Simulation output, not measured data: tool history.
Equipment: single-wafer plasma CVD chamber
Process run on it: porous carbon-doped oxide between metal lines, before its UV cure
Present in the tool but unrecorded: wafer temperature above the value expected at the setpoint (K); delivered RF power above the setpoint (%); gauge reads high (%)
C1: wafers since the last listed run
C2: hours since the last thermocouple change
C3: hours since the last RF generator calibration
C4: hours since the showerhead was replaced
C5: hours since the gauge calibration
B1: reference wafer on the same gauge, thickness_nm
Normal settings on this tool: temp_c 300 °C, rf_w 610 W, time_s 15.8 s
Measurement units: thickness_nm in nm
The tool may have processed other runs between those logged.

Run 1, day 0.000: usual settings; C1 0; C2 2207.7; C3 523.3; C4 3325.5; C5 842.4; B1 100.074. Result: thickness_nm 84.912 nm.
Run 2, day 4.100: usual settings; C1 2079; C2 2306.1; C3 621.7; C4 3423.9; C5 940.8; B1 100.046. Result: thickness_nm 85.270 nm.
Run 3, day 6.412: usual settings; C1 1172; C2 2361.6; C3 677.2; C4 3479.4; C5 996.3; B1 100.157. Result: thickness_nm 85.337 nm.
Run 4, day 16.508: usual settings; C1 5120; C2 2603.9; C3 919.5; C4 3721.7; C5 1238.6; B1 100.007. Result: thickness_nm 86.515 nm.
Run 5, day 18.475: usual settings; C1 997; C2 2651.1; C3 966.7; C4 3768.9; C5 1285.8; B1 100.139. Result: thickness_nm 85.732 nm.
Run 6, day 22.571: usual settings; C1 2077; C2 2749.4; C3 1065.0; C4 3867.2; C5 1384.1; B1 100.062. Result: thickness_nm 86.469 nm.
At day 23.792: thermocouple changed; heater temperature recalibrated.
Run 7, day 26.354: usual settings; C1 1749; C2 61.5; C3 1155.8; C4 3958.0; C5 1474.9; B1 100.148. Result: thickness_nm 83.311 nm.
Run 8, day 29.796: usual settings; C1 1745; C2 144.1; C3 1238.4; C4 4040.6; C5 1557.5; B1 100.070. Result: thickness_nm 82.701 nm.
Run 9, day 34.271: usual settings but temp_c 289 °C; C1 2269; C2 251.5; C3 1345.8; C4 4148.0; C5 1664.9; B1 100.108. Result: thickness_nm 88.339 nm.
At day 37.267: gauge calibrated.
Run 10, day 41.479: usual settings but temp_c 289 °C; C1 3656; C2 424.5; C3 1518.8; C4 4321.0; C5 101.1; B1 100.202. Result: thickness_nm 87.706 nm.
Run 11, day 45.712: usual settings but temp_c 312 °C, rf_w 660 W, time_s 18.2 s; C1 2147; C2 526.1; C3 1620.4; C4 4422.6; C5 202.7; B1 100.018. Result: thickness_nm 95.483 nm.
Run 12, day 48.558: usual settings but rf_w 700 W, time_s 18.0 s; C1 1443; C2 594.4; C3 1688.7; C4 4490.9; C5 271.0; B1 100.023. Result: thickness_nm 106.265 nm.
At day 50.012: showerhead replaced.
At day 51.662: RF generator calibrated.
Run 13, day 51.683: usual settings but time_s 16.9 s; C1 1246; C2 669.4; C3 0.5; C4 40.1; C5 346.0; B1 100.041. Result: thickness_nm 90.513 nm.
Run 14, day 55.988: usual settings but rf_w 645 W, time_s 12.7 s; C1 2183; C2 772.7; C3 103.8; C4 143.4; C5 449.3; B1 100.119. Result: thickness_nm 72.189 nm.
Run 15, day 57.833: usual settings; C1 936; C2 817.0; C3 148.1; C4 187.7; C5 493.6; B1 100.277. Result: thickness_nm 84.635 nm.
Run 16, day 59.633: usual settings but time_s 18.0 s; C1 913; C2 860.2; C3 191.3; C4 230.9; C5 536.8; B1 99.982. Result: thickness_nm 96.089 nm.
Run 17, day 62.012: usual settings but rf_w 535 W; C1 1206; C2 917.3; C3 248.4; C4 288.0; C5 593.9; B1 100.129. Result: thickness_nm 74.075 nm.
Run 18, day 65.783: usual settings but temp_c 287 °C, rf_w 510 W, time_s 12.9 s; C1 1912; C2 1007.8; C3 338.9; C4 378.5; C5 684.4; B1 100.225. Result: thickness_nm 62.461 nm.
Run 19, day 70.083: usual settings; C1 2181; C2 1111.0; C3 442.1; C4 481.7; C5 787.6; B1 100.088. Result: thickness_nm 85.210 nm.
Run 20, day 72.708: usual settings but temp_c 314 °C, rf_w 550 W; C1 1331; C2 1174.0; C3 505.1; C4 544.7; C5 850.6; B1 100.073. Result: thickness_nm 71.172 nm.

Pick out some run-to-run changes in thickness_nm. Of each, how much would a tool without hidden state show as well, from the settings, what came in and chance, and how much is left for the hidden state and any gauge scatter not in both results compared?
Run 6 -> 7: thermocouple changed; heater temperature recalibrated. thickness_nm -3.158 nm: hidden state -2.703, all else -0.455.
Run 12 -> 13: rf_w 700 -> 610, time_s 18.0 -> 16.9, showerhead replaced, RF generator calibrated. thickness_nm -15.752 nm: hidden state +3.717, all else -19.469.
Run 16 -> 17: rf_w 610 -> 535, time_s 18.0 -> 15.8. thickness_nm -22.014 nm: hidden state +0.003, all else -22.017.
Run 18 -> 19: temp_c 287 -> 300, rf_w 510 -> 610, time_s 12.9 -> 15.8. thickness_nm +22.749 nm: hidden state +0.004, all else +22.745.
